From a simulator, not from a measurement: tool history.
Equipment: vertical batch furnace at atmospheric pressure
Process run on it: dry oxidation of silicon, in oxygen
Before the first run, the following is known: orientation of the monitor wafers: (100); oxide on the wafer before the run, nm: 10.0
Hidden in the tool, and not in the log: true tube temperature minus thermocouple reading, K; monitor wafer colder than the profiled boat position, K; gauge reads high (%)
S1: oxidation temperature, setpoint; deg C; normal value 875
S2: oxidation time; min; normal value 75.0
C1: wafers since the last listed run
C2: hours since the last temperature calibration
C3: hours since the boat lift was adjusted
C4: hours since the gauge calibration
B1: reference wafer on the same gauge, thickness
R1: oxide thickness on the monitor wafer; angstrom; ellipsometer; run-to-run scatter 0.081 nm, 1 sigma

Run 1, hour 0.0: usual settings but S2 93.0 min; C1 0; C2 2204.4; C3 3822.9; C4 2458.6; B1 18.82. Result: R1 240.6 angstrom.
Run 2, hour 94.1: usual settings but S2 52.0 min; C1 1011; C2 2298.5; C3 3917.0; C4 2552.7; B1 18.82. Result: R1 185.7 angstrom.
Run 3, hour 140.2: usual settings but S2 52.0 min; C1 495; C2 2344.6; C3 3963.1; C4 2598.8; B1 18.82. Result: R1 187.6 angstrom.
Run 4, hour 237.2: usual settings but S2 52.0 min; C1 1042; C2 2441.6; C3 4060.1; C4 2695.8; B1 18.81. Result: R1 186.3 angstrom.
Run 5, hour 343.0: usual settings but S2 61.0 min; C1 1137; C2 2547.4; C3 4165.9; C4 2801.6; B1 18.81. Result: R1 199.0 angstrom.
Run 6, hour 443.2: usual settings but S1 894 deg C, S2 103.5 min; C1 1077; C2 2647.6; C3 4266.1; C4 2901.8; B1 18.79. Result: R1 294.5 angstrom.
Run 7, hour 494.1: usual settings; C1 547; C2 2698.5; C3 4317.0; C4 2952.7; B1 18.81. Result: R1 218.4 angstrom.
Run 8, hour 592.5: usual settings; C1 1057; C2 2796.9; C3 4415.4; C4 3051.1; B1 18.81. Result: R1 216.9 angstrom.
Run 9, hour 674.2: usual settings; C1 878; C2 2878.6; C3 4497.1; C4 3132.8; B1 18.79. Result: R1 216.8 angstrom.
Run 10, hour 715.9: usual settings; C1 448; C2 2920.3; C3 4538.8; C4 3174.5; B1 18.79. Result: R1 217.9 angstrom.
Run 11, hour 787.4: usual settings; C1 768; C2 2991.8; C3 4610.3; C4 3246.0; B1 18.78. Result: R1 218.1 angstrom.
At hour 825.4: gauge calibrated.
Run 12, hour 863.3: usual settings; C1 815; C2 3067.7; C3 4686.2; C4 37.9; B1 19.14. Result: R1 220.8 angstrom.
Run 13, hour 966.2: usual settings; C1 1106; C2 3170.6; C3 4789.1; C4 140.8; B1 19.11. Result: R1 221.4 angstrom.
Run 14, hour 1031.4: usual settings but S1 865 deg C, S2 89.5 min; C1 700; C2 3235.8; C3 4854.3; C4 206.0; B1 19.08. Result: R1 221.7 angstrom.
At hour 1178.3: boat lift adjusted.
Run 15, hour 1234.2: usual settings but S1 865 deg C, S2 89.5 min; C1 1921; C2 3438.6; C3 55.9; C4 408.8; B1 19.03. Result: R1 221.8 angstrom.
Run 16, hour 1339.4: usual settings; C1 1130; C2 3543.8; C3 161.1; C4 514.0; B1 19.02. Result: R1 220.4 angstrom.
Run 17, hour 1406.4: usual settings but S1 886 deg C, S2 42.5 min; C1 720; C2 3610.8; C3 228.1; C4 581.0; B1 18.98. Result: R1 186.0 angstrom.
Run 18, hour 1633.8: usual settings; C1 2444; C2 3838.2; C3 455.5; C4 808.4; B1 18.96. Result: R1 219.9 angstrom.
At hour 1711.1: thermocouples replaced and temperature profile calibrated.
Run 19, hour 1732.5: usual settings but S1 861 deg C; C1 802; C2 21.4; C3 554.2; C4 907.1; B1 18.93. Result: R1 200.0 angstrom.
Run 20, hour 1792.1: usual settings but S2 39.5 min; C1 640; C2 81.0; C3 613.8; C4 966.7; B1 18.92. Result: R1 169.3 angstrom.
Run 21, hour 1841.0: usual settings; C1 525; C2 129.9; C3 662.7; C4 1015.6; B1 18.92. Result: R1 217.7 angstrom.
Run 22, hour 1894.2: usual settings but S2 103.5 min; C1 571; C2 183.1; C3 715.9; C4 1068.8; B1 18.91. Result: R1 254.4 angstrom.
Run 23, hour 1949.3: usual settings but S2 92.5 min; C1 592; C2 238.2; C3 771.0; C4 1123.9; B1 18.88. Result: R1 240.0 angstrom.
Run 24, hour 2224.9: usual settings but S1 854 deg C; C1 2962; C2 513.8; C3 1046.6; C4 1399.5; B1 18.86. Result: R1 188.3 angstrom.
Run 25, hour 2310.7: usual settings but S1 884 deg C, S2 46.0 min; C1 922; C2 599.6; C3 1132.4; C4 1485.3; B1 18.86. Result: R1 187.9 angstrom.
Run 26, hour 2377.7: usual settings but S2 60.0 min; C1 720; C2 666.6; C3 1199.4; C4 1552.3; B1 18.83. Result: R1 197.2 angstrom.
Run 27, hour 2457.4: usual settings but S1 854 deg C, S2 51.5 min; C1 856; C2 746.3; C3 1279.1; C4 1632.0; B1 18.85. Result: R1 164.0 angstrom.
Run 28, hour 2541.5: usual settings but S1 884 deg C; C1 903; C2 830.4; C3 1363.2; C4 1716.1; B1 18.83. Result: R1 232.9 angstrom.
Run 29, hour 2606.5: usual settings but S1 886 deg C, S2 57.5 min; C1 698; C2 895.4; C3 1428.2; C4 1781.1; B1 18.82. Result: R1 210.7 angstrom.
Run 30, hour 2695.3: usual settings but S1 898 deg C; C1 954; C2 984.2; C3 1517.0; C4 1869.9; B1 18.82. Result: R1 258.2 angstrom.
Run 31, hour 2780.4: usual settings but S2 93.5 min; C1 914; C2 1069.3; C3 1602.1; C4 1955.0; B1 18.81. Result: R1 241.7 angstrom.
Run 32, hour 2837.1: usual settings but S1 896 deg C, S2 45.5 min; C1 609; C2 1126.0; C3 1658.8; C4 2011.7; B1 18.81. Result: R1 200.9 angstrom.
Run 33, hour 2889.9: usual settings but S1 865 deg C, S2 107.0 min; C1 567; C2 1178.8; C3 1711.6; C4 2064.5; B1 18.80. Result: R1 238.9 angstrom.
Run 34, hour 2995.0: usual settings; C1 1129; C2 1283.9; C3 1816.7; C4 2169.6; B1 18.81. Result: R1 216.9 angstrom.
Run 35, hour 3057.3: usual settings but S1 868 deg C, S2 62.5 min; C1 669; C2 1346.2; C3 1879.0; C4 2231.9; B1 18.80. Result: R1 192.1 angstrom.
Run 36, hour 3144.2: usual settings but S1 885 deg C, S2 63.0 min; C1 934; C2 1433.1; C3 1965.9; C4 2318.8; B1 18.79. Result: R1 216.8 angstrom.
Run 37, hour 3225.0: usual settings but S2 89.5 min; C1 868; C2 1513.9; C3 2046.7; C4 2399.6; B1 18.78. Result: R1 235.2 angstrom.
Run 38, hour 3300.6: usual settings; C1 812; C2 1589.5; C3 2122.3; C4 2475.2; B1 18.80. Result: R1 218.7 angstrom.

Hidden state or all else? Some run-to-run changes of R1, split into what the settings, what came in and random variation would give without the hidden state, and what is left for the hidden state (with any gauge scatter that isn't in both results):
Run 5 -> 6: S1 875 -> 894, S2 61.0 -> 103.5. R1 +95.5 angstrom: hidden state -2.1, all else +97.6.
Run 6 -> 7: S1 894 -> 875, S2 103.5 -> 75.0. R1 -76.1 angstrom: hidden state +1.6, all else -77.7.
Run 11 -> 12: gauge calibrated. R1 +2.7 angstrom: hidden state +4.0, all else -1.3.
Run 27 -> 28: S1 854 -> 884, S2 51.5 -> 75.0. R1 +68.9 angstrom: hidden state -1.4, all else +70.3.

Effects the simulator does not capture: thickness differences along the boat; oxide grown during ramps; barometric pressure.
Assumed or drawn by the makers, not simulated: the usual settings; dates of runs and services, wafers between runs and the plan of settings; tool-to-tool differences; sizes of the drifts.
